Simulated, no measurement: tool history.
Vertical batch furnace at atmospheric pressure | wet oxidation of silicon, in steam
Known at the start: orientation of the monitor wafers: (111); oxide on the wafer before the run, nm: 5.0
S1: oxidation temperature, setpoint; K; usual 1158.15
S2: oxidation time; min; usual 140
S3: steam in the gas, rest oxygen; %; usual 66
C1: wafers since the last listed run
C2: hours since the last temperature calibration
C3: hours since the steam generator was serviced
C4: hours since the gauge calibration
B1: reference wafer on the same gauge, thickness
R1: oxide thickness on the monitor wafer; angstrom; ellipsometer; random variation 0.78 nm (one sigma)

run 1 hour=0 | S1=1158.15 S2=140 S3=66 | C1=0 C2=1958.7 C3=2306.3 C4=122.1 | B1=218.03 | R1=2499.2
run 2 hour=25.4 | S1=1158.15 S2=140 S3=66 | C1=265 C2=1984.1 C3=2331.7 C4=147.5 | B1=218.18 | R1=2490.1
run 3 hour=48.2 | S1=1158.15 S2=140 S3=66 | C1=238 C2=2006.9 C3=2354.5 C4=170.3 | B1=218.01 | R1=2499.2
run 4 hour=70.5 | S1=1158.15 S2=140 S3=66 | C1=233 C2=2029.2 C3=2376.8 C4=192.6 | B1=218.22 | R1=2498.5
run 5 hour=94 | S1=1158.15 S2=140 S3=66 | C1=246 C2=2052.7 C3=2400.3 C4=216.1 | B1=218.06 | R1=2521.3
run 6 hour=105.3 | S1=1158.15 S2=140 S3=66 | C1=118 C2=2064 C3=2411.6 C4=227.4 | B1=217.78 | R1=2502.8
run 7 hour=121.8 | S1=1158.15 S2=140 S3=66 | C1=172 C2=2080.5 C3=2428.1 C4=243.9 | B1=217.94 | R1=2513.5
run 8 hour=146.5 | S1=1158.15 S2=140 S3=66 | C1=258 C2=2105.2 C3=2452.8 C4=268.6 | B1=217.93 | R1=2506.3
run 9 hour=165.5 | S1=1158.15 S2=140 S3=66 | C1=198 C2=2124.2 C3=2471.8 C4=287.6 | B1=217.88 | R1=2509.1
run 10 hour=180.3 | S1=1146.15 S2=140 S3=62 | C1=154 C2=2139 C3=2486.6 C4=302.4 | B1=218.12 | R1=2062.4
run 11 hour=245.3 | S1=1146.15 S2=140 S3=62 | C1=680 C2=2204 C3=2551.6 C4=367.4 | B1=217.7 | R1=2067
run 12 hour=266.7 | S1=1146.15 S2=140 S3=62 | C1=224 C2=2225.4 C3=2573 C4=388.8 | B1=218 | R1=2057.7
run 13 hour=282.8 | S1=1158.15 S2=125.5 S3=66 | C1=168 C2=2241.5 C3=2589.1 C4=404.9 | B1=218.19 | R1=2315.5
run 14 hour=296.7 | S1=1158.15 S2=125.5 S3=66 | C1=145 C2=2255.4 C3=2603 C4=418.8 | B1=218.09 | R1=2310.7
run 15 hour=314.7 | S1=1158.15 S2=140 S3=66 | C1=188 C2=2273.4 C3=2621 C4=436.8 | B1=218.03 | R1=2516.1
run 16 hour=325.6 | S1=1158.15 S2=140 S3=66 | C1=114 C2=2284.3 C3=2631.9 C4=447.7 | B1=217.7 | R1=2532.5
run 17 hour=342.5 | S1=1158.15 S2=140 S3=66 | C1=176 C2=2301.2 C3=2648.8 C4=464.6 | B1=218.23 | R1=2526.1
-- hour=378.1 steam generator serviced
run 18 hour=378.6 | S1=1158.15 S2=140 S3=66 | C1=126 C2=2337.3 C3=0.5 C4=500.7 | B1=217.74 | R1=2722.6
run 19 hour=384.7 | S1=1158.15 S2=140 S3=66 | C1=63 C2=2343.4 C3=6.6 C4=506.8 | B1=217.89 | R1=2708.2
run 20 hour=390.9 | S1=1142.15 S2=89 S3=56 | C1=64 C2=2349.6 C3=12.8 C4=513 | B1=218.05 | R1=1334.4
run 21 hour=406.2 | S1=1158.15 S2=140 S3=66 | C1=160 C2=2364.9 C3=28.1 C4=528.3 | B1=218 | R1=2717.7
-- hour=464.6 thermocouples replaced and temperature profile calibrated
run 22 hour=465.1 | S1=1158.15 S2=140 S3=57 | C1=365 C2=0.5 C3=87 C4=587.2 | B1=218.16 | R1=2342.2
run 23 hour=471.2 | S1=1158.15 S2=140 S3=66 | C1=63 C2=6.6 C3=93.1 C4=593.3 | B1=218.05 | R1=2626.2
run 24 hour=477.4 | S1=1181.15 S2=122 S3=75 | C1=64 C2=12.8 C3=99.3 C4=599.5 | B1=218.17 | R1=3292.7
run 25 hour=483.6 | S1=1172.15 S2=80.5 S3=55 | C1=64 C2=19 C3=105.5 C4=605.7 | B1=217.69 | R1=1717
run 26 hour=503.6 | S1=1158.15 S2=140 S3=66 | C1=209 C2=39 C3=125.5 C4=625.7 | B1=217.69 | R1=2609.7
-- hour=504.7 gauge calibrated
run 27 hour=513.7 | S1=1170.15 S2=140 S3=78 | C1=105 C2=49.1 C3=135.6 C4=9 | B1=217.77 | R1=3387.9
run 28 hour=534.3 | S1=1158.15 S2=140 S3=66 | C1=215 C2=69.7 C3=156.2 C4=29.6 | B1=217.98 | R1=2614.7
run 29 hour=553.9 | S1=1180.15 S2=107 S3=58 | C1=205 C2=89.3 C3=175.8 C4=49.2 | B1=217.94 | R1=2442.3
run 30 hour=578.6 | S1=1158.15 S2=173.5 S3=70 | C1=258 C2=114 C3=200.5 C4=73.9 | B1=218.1 | R1=3221.1
run 31 hour=594.5 | S1=1158.15 S2=140 S3=55 | C1=166 C2=129.9 C3=216.4 C4=89.8 | B1=217.8 | R1=2246.2
run 32 hour=611.2 | S1=1158.15 S2=140 S3=66 | C1=174 C2=146.6 C3=233.1 C4=106.5 | B1=218.15 | R1=2593.6
run 33 hour=633.8 | S1=1176.15 S2=71.5 S3=56 | C1=236 C2=169.2 C3=255.7 C4=129.1 | B1=217.71 | R1=1646.2
run 34 hour=655.5 | S1=1149.15 S2=108.5 S3=57 | C1=227 C2=190.9 C3=277.4 C4=150.8 | B1=217.65 | R1=1668.9
run 35 hour=678.2 | S1=1142.15 S2=100.5 S3=70 | C1=237 C2=213.6 C3=300.1 C4=173.5 | B1=218.04 | R1=1690.1
run 36 hour=690.6 | S1=1134.15 S2=140 S3=61 | C1=129 C2=226 C3=312.5 C4=185.9 | B1=217.82 | R1=1771.5
run 37 hour=703.3 | S1=1158.15 S2=140 S3=66 | C1=132 C2=238.7 C3=325.2 C4=198.6 | B1=217.95 | R1=2572.5

What the log doesn't show, run by run:
gauge reads high (%): 0 in every run
H1: true tube temperature minus thermocouple reading, K
H2: steam share off its setpoint, % of the setpoint
run=1 H1=2.46 H2=-8.8
run=2 H1=2.52 H2=-8.82
run=3 H1=2.58 H2=-8.83
run=4 H1=2.64 H2=-8.85
run=5 H1=2.7 H2=-8.87
run=6 H1=2.73 H2=-8.88
run=7 H1=2.77 H2=-8.89
run=8 H1=2.84 H2=-8.9
run=9 H1=2.89 H2=-8.92
run=10 H1=2.93 H2=-8.93
run=11 H1=3.11 H2=-8.97
run=12 H1=3.17 H2=-8.98
run=13 H1=3.21 H2=-8.99
run=14 H1=3.25 H2=-9
run=15 H1=3.3 H2=-9.01
run=16 H1=3.33 H2=-9.01
run=17 H1=3.38 H2=-9.02
run=18 H1=3.49 H2=-0.142
run=19 H1=3.51 H2=-0.196
run=20 H1=3.53 H2=-0.25
run=21 H1=3.57 H2=-0.382
run=22 H1=0.769 H2=-0.871
run=23 H1=0.769 H2=-0.92
run=24 H1=0.769 H2=-0.969
run=25 H1=0.769 H2=-1.02
run=26 H1=0.77 H2=-1.17
run=27 H1=0.77 H2=-1.25
run=28 H1=0.772 H2=-1.41
run=29 H1=0.774 H2=-1.55
run=30 H1=0.777 H2=-1.73
run=31 H1=0.78 H2=-1.85
run=32 H1=0.783 H2=-1.96
run=33 H1=0.787 H2=-2.12
run=34 H1=0.792 H2=-2.26
run=35 H1=0.798 H2=-2.41
run=36 H1=0.801 H2=-2.49
run=37 H1=0.805 H2=-2.57
